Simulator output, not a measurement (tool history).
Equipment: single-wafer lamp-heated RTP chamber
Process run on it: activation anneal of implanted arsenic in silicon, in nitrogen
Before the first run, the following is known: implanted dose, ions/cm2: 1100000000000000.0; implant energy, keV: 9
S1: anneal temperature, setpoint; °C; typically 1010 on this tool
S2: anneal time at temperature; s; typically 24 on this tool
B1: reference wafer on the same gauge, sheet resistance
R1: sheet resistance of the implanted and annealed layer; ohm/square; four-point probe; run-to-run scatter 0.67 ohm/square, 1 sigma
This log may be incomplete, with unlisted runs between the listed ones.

run,hour,S1,S2,B1,R1
1,0,988,24,140.75,139.09
# hour 21: pyrometer window cleaned and pyrometer calibrated
2,93.5,1010,24,141.21,131.19
3,262.8,1010,24,141,128.12
4,304.3,1010,24,141.27,127.79
5,386.9,991,33,140.89,132.67
6,437.8,991,33,141,131.37
7,537.2,991,33,140.64,128.59
# hour 592.8: reflector plate cleaned
8,625.1,1010,14,141.1,140.57
9,704.9,1010,14,141.03,138.22
# hour 765.7: pyrometer window cleaned and pyrometer calibrated
10,804.9,1010,14,140.84,146.2
11,852.3,999,29,140.91,134.15
12,929.3,981,35,140.97,142.37
13,1049.7,990,24,141.04,143.71
14,1118.5,991,33,141.23,131.61
15,1188.4,991,33,141.14,130.07
# hour 1232.4: reflector plate cleaned
16,1276.6,1028,24,141.2,117.57
17,1374.9,1010,24,140.82,126.01
18,1420.9,1035,24,140.87,112.69
# hour 1465.1: pyrometer window cleaned and pyrometer calibrated
19,1484.3,986,28,140.88,144.97
20,1535,1027,37,141.1,111.8
# hour 1537: gauge calibrated
21,1642.1,1010,10,140.86,153.42
22,1713.6,1010,24,140.65,129
23,1813.9,998,24,140.71,134.65
24,1869.8,987,16,141.08,152.25
25,1934.5,983,24,141.05,143.97
# hour 2007.6: reflector plate cleaned
26,2008.1,994,11,140.8,159.69
27,2081.3,993,29,140.79,134.23

Run 28 is up next; what results do you expect?
# hour 2131: pyrometer window cleaned and pyrometer calibrated
28,2136.1,1035,18,?,?

B1: 141.05
R1: 121.37 ohm/square
If the tool had no hidden condition, the same run with the same run-to-run variation would have returned R1 121.89 ohm/square.

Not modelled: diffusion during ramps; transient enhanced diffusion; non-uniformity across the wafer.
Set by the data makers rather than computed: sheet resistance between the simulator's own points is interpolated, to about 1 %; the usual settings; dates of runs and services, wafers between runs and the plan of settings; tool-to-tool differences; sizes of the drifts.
